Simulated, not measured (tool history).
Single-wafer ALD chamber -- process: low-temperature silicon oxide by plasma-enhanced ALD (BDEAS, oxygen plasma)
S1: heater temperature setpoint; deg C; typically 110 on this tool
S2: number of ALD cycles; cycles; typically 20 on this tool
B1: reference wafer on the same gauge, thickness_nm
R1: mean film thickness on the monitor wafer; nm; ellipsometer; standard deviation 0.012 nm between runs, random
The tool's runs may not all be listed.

{"run": 1, "hour": 0.0, "S1": 110, "S2": 20, "B1": 2.498, "R1": 2.445}
{"run": 2, "hour": 57.6, "S1": 110, "S2": 20, "B1": 2.496, "R1": 2.472}
{"run": 3, "hour": 115.9, "S1": 110, "S2": 20, "B1": 2.499, "R1": 2.475}
{"run": 4, "hour": 164.5, "S1": 110, "S2": 20, "B1": 2.503, "R1": 2.45}
{"run": 5, "hour": 223.4, "S1": 110, "S2": 20, "B1": 2.501, "R1": 2.458}
{"run": 6, "hour": 268.5, "S1": 110, "S2": 20, "B1": 2.506, "R1": 2.452}
{"run": 7, "hour": 314.3, "S1": 110, "S2": 20, "B1": 2.501, "R1": 2.451}
{"run": 8, "hour": 341.2, "S1": 110, "S2": 20, "B1": 2.506, "R1": 2.436}
{"run": 9, "hour": 368.0, "S1": 110, "S2": 20, "B1": 2.508, "R1": 2.436}
{"run": 10, "hour": 404.6, "S1": 110, "S2": 20, "B1": 2.503, "R1": 2.455}
{"run": 11, "hour": 444.1, "S1": 104, "S2": 20, "B1": 2.507, "R1": 2.49}
{"run": 12, "hour": 509.1, "S1": 104, "S2": 20, "B1": 2.506, "R1": 2.506}
{"run": 13, "hour": 540.3, "S1": 104, "S2": 20, "B1": 2.508, "R1": 2.473}
{"run": 14, "hour": 568.2, "S1": 119, "S2": 21, "B1": 2.508, "R1": 2.537}
{"run": 15, "hour": 609.7, "S1": 119, "S2": 21, "B1": 2.508, "R1": 2.542}
{"run": 16, "hour": 633.8, "S1": 119, "S2": 21, "B1": 2.506, "R1": 2.527}
{"run": 17, "hour": 693.6, "S1": 122, "S2": 20, "B1": 2.506, "R1": 2.398}
{"run": 18, "hour": 748.4, "S1": 122, "S2": 20, "B1": 2.51, "R1": 2.406}
{"run": 19, "hour": 815.0, "S1": 110, "S2": 20, "B1": 2.508, "R1": 2.489}
{"hour": 827.0, "done": "thermocouple changed; heater temperature recalibrated"}
{"run": 20, "hour": 855.5, "S1": 110, "S2": 20, "B1": 2.508, "R1": 2.462}
{"hour": 861.4, "done": "gauge calibrated"}
{"run": 21, "hour": 926.5, "S1": 105, "S2": 21, "B1": 2.427, "R1": 2.516}
{"run": 22, "hour": 952.7, "S1": 110, "S2": 22, "B1": 2.435, "R1": 2.605}
{"run": 23, "hour": 989.0, "S1": 119, "S2": 21, "B1": 2.43, "R1": 2.45}
{"run": 24, "hour": 1047.0, "S1": 103, "S2": 19, "B1": 2.443, "R1": 2.319}
{"run": 25, "hour": 1089.1, "S1": 105, "S2": 18, "B1": 2.443, "R1": 2.175}
{"run": 26, "hour": 1118.4, "S1": 123, "S2": 21, "B1": 2.449, "R1": 2.436}
{"run": 27, "hour": 1142.8, "S1": 96, "S2": 18, "B1": 2.448, "R1": 2.246}
{"run": 28, "hour": 1204.3, "S1": 99, "S2": 20, "B1": 2.453, "R1": 2.488}
{"run": 29, "hour": 1263.1, "S1": 110, "S2": 20, "B1": 2.459, "R1": 2.403}
{"run": 30, "hour": 1333.8, "S1": 110, "S2": 20, "B1": 2.461, "R1": 2.413}
{"run": 31, "hour": 1371.0, "S1": 105, "S2": 16, "B1": 2.465, "R1": 1.957}
{"run": 32, "hour": 1404.0, "S1": 124, "S2": 21, "B1": 2.471, "R1": 2.478}
{"run": 33, "hour": 1429.5, "S1": 121, "S2": 20, "B1": 2.465, "R1": 2.385}
{"run": 34, "hour": 1465.9, "S1": 123, "S2": 20, "B1": 2.472, "R1": 2.366}
{"run": 35, "hour": 1535.8, "S1": 106, "S2": 19, "B1": 2.475, "R1": 2.343}
{"run": 36, "hour": 1582.6, "S1": 110, "S2": 20, "B1": 2.476, "R1": 2.437}
{"run": 37, "hour": 1640.7, "S1": 110, "S2": 20, "B1": 2.478, "R1": 2.432}
{"run": 38, "hour": 1695.3, "S1": 105, "S2": 17, "B1": 2.487, "R1": 2.074}
{"run": 39, "hour": 1755.0, "S1": 110, "S2": 20, "B1": 2.483, "R1": 2.415}
{"run": 40, "hour": 1810.1, "S1": 121, "S2": 22, "B1": 2.489, "R1": 2.629}
{"run": 41, "hour": 1879.5, "S1": 117, "S2": 20, "B1": 2.491, "R1": 2.397}

Each row is a separate what-if for the run after 41, all from the same tool condition, not one after another. Results?
{"run": "A", "hour": 1879.9, "S1": 110, "S2": 20, "B1": "?", "R1": "?"}
{"run": "B", "hour": 1879.9, "S1": 115, "S2": 16, "B1": "?", "R1": "?"}
{"run": "C", "hour": 1879.9, "S1": 103, "S2": 23, "B1": "?", "R1": "?"}
{"run": "D", "hour": 1879.9, "S1": 98, "S2": 19, "B1": "?", "R1": "?"}

run=A B1=2.489 R1=2.423
run=B B1=2.489 R1=1.918
run=C B1=2.489 R1=2.828
run=D B1=2.489 R1=2.376
With no hidden state in the tool, these same runs would have given:
run=A R1=2.355
run=B R1=1.864
run=C R1=2.748
run=D R1=2.308

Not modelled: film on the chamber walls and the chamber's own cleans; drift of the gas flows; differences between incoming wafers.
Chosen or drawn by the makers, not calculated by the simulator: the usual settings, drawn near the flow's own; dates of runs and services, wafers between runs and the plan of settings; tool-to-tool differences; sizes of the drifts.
